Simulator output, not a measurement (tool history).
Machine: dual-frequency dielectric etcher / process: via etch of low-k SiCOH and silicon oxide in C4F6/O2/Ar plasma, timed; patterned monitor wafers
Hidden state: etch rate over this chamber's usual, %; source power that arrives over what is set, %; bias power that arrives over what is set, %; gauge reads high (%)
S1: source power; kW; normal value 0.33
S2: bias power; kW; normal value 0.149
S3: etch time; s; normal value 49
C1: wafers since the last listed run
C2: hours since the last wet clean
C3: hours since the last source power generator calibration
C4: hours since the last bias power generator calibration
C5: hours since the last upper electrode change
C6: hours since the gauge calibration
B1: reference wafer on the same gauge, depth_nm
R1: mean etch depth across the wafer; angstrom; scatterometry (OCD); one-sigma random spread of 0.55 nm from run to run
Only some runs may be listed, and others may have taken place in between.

| run | hour | S1 | S2 | S3 | C1 | C2 | C3 | C4 | C5 | C6 | B1 | R1 |
|---|---|---|---|---|---|---|---|---|---|---|---|---|
| 1 | 0 | 0.33 | 0.149 | 49 | 0 | 530.7 | 3704.2 | 1526.7 | 4985.5 | 639.8 | 119.9 | 1234 |
|  | 64.8 | wet clean of the chamber |
| 2 | 90 | 0.33 | 0.149 | 49 | 947 | 25.2 | 3794.2 | 1616.7 | 5075.5 | 729.8 | 119.8 | 1276 |
| 3 | 134.1 | 0.33 | 0.149 | 49 | 632 | 69.3 | 3838.3 | 1660.8 | 5119.6 | 773.9 | 120.1 | 1275 |
| 4 | 176.5 | 0.33 | 0.149 | 49 | 608 | 111.7 | 3880.7 | 1703.2 | 5162 | 816.3 | 119.9 | 1268 |
| 5 | 244.4 | 0.33 | 0.149 | 49 | 974 | 179.6 | 3948.6 | 1771.1 | 5229.9 | 884.2 | 119.9 | 1266 |
| 6 | 285.8 | 0.33 | 0.122 | 49 | 594 | 221 | 3990 | 1812.5 | 5271.3 | 925.6 | 120 | 1200 |
| 7 | 363.8 | 0.33 | 0.122 | 49 | 1119 | 299 | 4068 | 1890.5 | 5349.3 | 1003.6 | 120.1 | 1203 |
| 8 | 410.9 | 0.33 | 0.122 | 49 | 675 | 346.1 | 4115.1 | 1937.6 | 5396.4 | 1050.7 | 120 | 1184 |
|  | 422.5 | gauge calibrated |
|  | 457.8 | source power generator calibrated |
| 9 | 472.9 | 0.33 | 0.149 | 49 | 832 | 408.1 | 15.1 | 1999.6 | 5458.4 | 50.4 | 119.8 | 1239 |
| 10 | 528.6 | 0.37 | 0.149 | 45 | 799 | 463.8 | 70.8 | 2055.3 | 5514.1 | 106.1 | 120.1 | 1194 |
|  | 559.6 | upper electrode replaced |
| 11 | 591.2 | 0.26 | 0.183 | 49 | 553 | 526.4 | 133.4 | 2117.9 | 31.6 | 168.7 | 120.2 | 1189 |
|  | 701.7 | wet clean of the chamber |
| 12 | 702.2 | 0.33 | 0.132 | 44.5 | 1248 | 0.5 | 244.4 | 2228.9 | 142.6 | 279.7 | 119.9 | 1125 |
|  | 776.7 | bias power generator calibrated |
| 13 | 781.1 | 0.33 | 0.149 | 40 | 1074 | 79.4 | 323.3 | 4.4 | 221.5 | 358.6 | 120.1 | 1031 |
| 14 | 831.3 | 0.4 | 0.136 | 61.5 | 720 | 129.6 | 373.5 | 54.6 | 271.7 | 408.8 | 120.1 | 1660 |
| 15 | 882 | 0.33 | 0.161 | 58 | 727 | 180.3 | 424.2 | 105.3 | 322.4 | 459.5 | 119.8 | 1525 |
| 16 | 921.8 | 0.33 | 0.149 | 35 | 571 | 220.1 | 464 | 145.1 | 362.2 | 499.3 | 119.7 | 894 |
| 17 | 1020.1 | 0.38 | 0.162 | 49 | 1410 | 318.4 | 562.3 | 243.4 | 460.5 | 597.6 | 120.1 | 1332 |
| 18 | 1106.5 | 0.33 | 0.149 | 49 | 1239 | 404.8 | 648.7 | 329.8 | 546.9 | 684 | 120 | 1230 |
| 19 | 1156.6 | 0.33 | 0.149 | 49 | 718 | 454.9 | 698.8 | 379.9 | 597 | 734.1 | 120.1 | 1236 |

Below, some changes in R1 between adjacent runs. For each, the amount present without the hidden state too (settings, incoming material, random variation) and the amount remaining for the hidden state with gauge scatter not shared by both compared results:
Run 1 -> 2: wet clean of the chamber. R1 +42 angstrom: hidden state +48, all else -6.
Run 15 -> 16: S2 0.161 -> 0.149, S3 58 -> 35. R1 -631 angstrom: hidden state +9, all else -640.
